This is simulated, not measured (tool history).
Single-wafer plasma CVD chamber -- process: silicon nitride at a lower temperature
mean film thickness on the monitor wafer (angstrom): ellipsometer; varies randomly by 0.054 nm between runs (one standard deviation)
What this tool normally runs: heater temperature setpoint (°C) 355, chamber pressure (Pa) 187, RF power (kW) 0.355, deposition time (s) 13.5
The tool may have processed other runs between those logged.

run    hour  heater temperature setpoint (°C)  chamber pressure (Pa)  RF power (kW)  deposition time (s)  read-back reference wafer on the same gauge, thickness_nm  mean film thickness on the monitor wafer (angstrom)
  1       0                               355                    187          0.355                 13.5                                                     22.071                                               187.97
  2    45.1                               355                    187          0.355                 13.5                                                     22.062                                               187.46
  3   121.8                               355                    160          0.355                 12.6                                                     22.043                                               168.29
  4   175.5                               355                    187          0.355                 13.5                                                     22.031                                               187.39
  5   240.1                               355                    187          0.355                 13.5                                                     22.018                                                189.3
  6   307.1                               365                    187          0.355                 13.5                                                     21.991                                               187.63
  7   378.7                               365                    187          0.355                 13.5                                                     21.993                                               187.35
  8   456.9                               365                    187          0.355                 13.5                                                     21.976                                                187.3
  9   532.3                               345                    187          0.355                 13.5                                                     21.905                                               187.58
      573.1  -- thermocouple changed; heater temperature recalibrated
 10   586.9                               345                    187          0.355                 13.5                                                     21.945                                               188.17
      682.2  -- RF generator calibrated
 11   682.8                               345                    187          0.355                 13.5                                                     21.864                                               187.59
      718.6  -- showerhead replaced
 12   778.2                               355                    187          0.355                 13.5                                                     21.875                                               186.54
 13   836.3                               359                    187          0.355                 13.5                                                     21.868                                               185.41
 14   909.5                               350                    152          0.305                 15.7                                                     21.829                                               184.04
 15   946.9                               349                    147          0.355                 13.5                                                     21.846                                               174.84
        983  -- capacitance manometer re-zeroed and calibrated
 16  1034.1                               355                    227          0.405                 13.5                                                     21.809                                               214.09
       1172  -- gauge calibrated
 17    1254                               355                    187          0.355                 13.5                                                     22.144                                                189.6
 18  1342.2                               367                    228          0.355                 13.5                                                     22.147                                               199.19
 19  1390.4                               355                    187          0.355                 13.5                                                     22.159                                               190.03
 20  1443.6                               349                    147          0.355                 13.5                                                     22.138                                               177.72
 21  1500.4                               345                    155          0.355                 13.5                                                     22.134                                               180.64
 22    1548                               355                    187          0.355                 13.5                                                     22.142                                               190.24
 23  1620.6                               366                    169          0.325                 15.4                                                     22.133                                               196.54
 24  1714.1                               355                    171           0.33                 13.5                                                     22.135                                               175.06
 25  1786.3                               344                    209          0.285                 14.5                                                     22.096                                               177.59
 26  1848.8                               355                    141          0.315                 11.8                                                     22.114                                               139.07

Consider 3 possible next runs. They are alternatives, not a sequence: every one starts from the tool as it was left by run 26. What does each give?
  A  1849.2                               355                    187           0.33                 13.5                                                          ?                                                    ?
  B  1849.2                               347                    187          0.415                   11                                                          ?                                                    ?
  C  1849.2                               355                    200          0.415                 13.5                                                          ?                                                    ?

run  read-back reference wafer on the same gauge, thickness_nm  mean film thickness on the monitor wafer (angstrom)
  A                                                     22.076                                               179.66
  B                                                     22.076                                               172.52
  C                                                     22.076                                               215.05
Without the tool's unlogged condition, the same runs would have read:
run  mean film thickness on the monitor wafer (angstrom)
  A                                               179.67
  B                                               172.53
  C                                               215.06
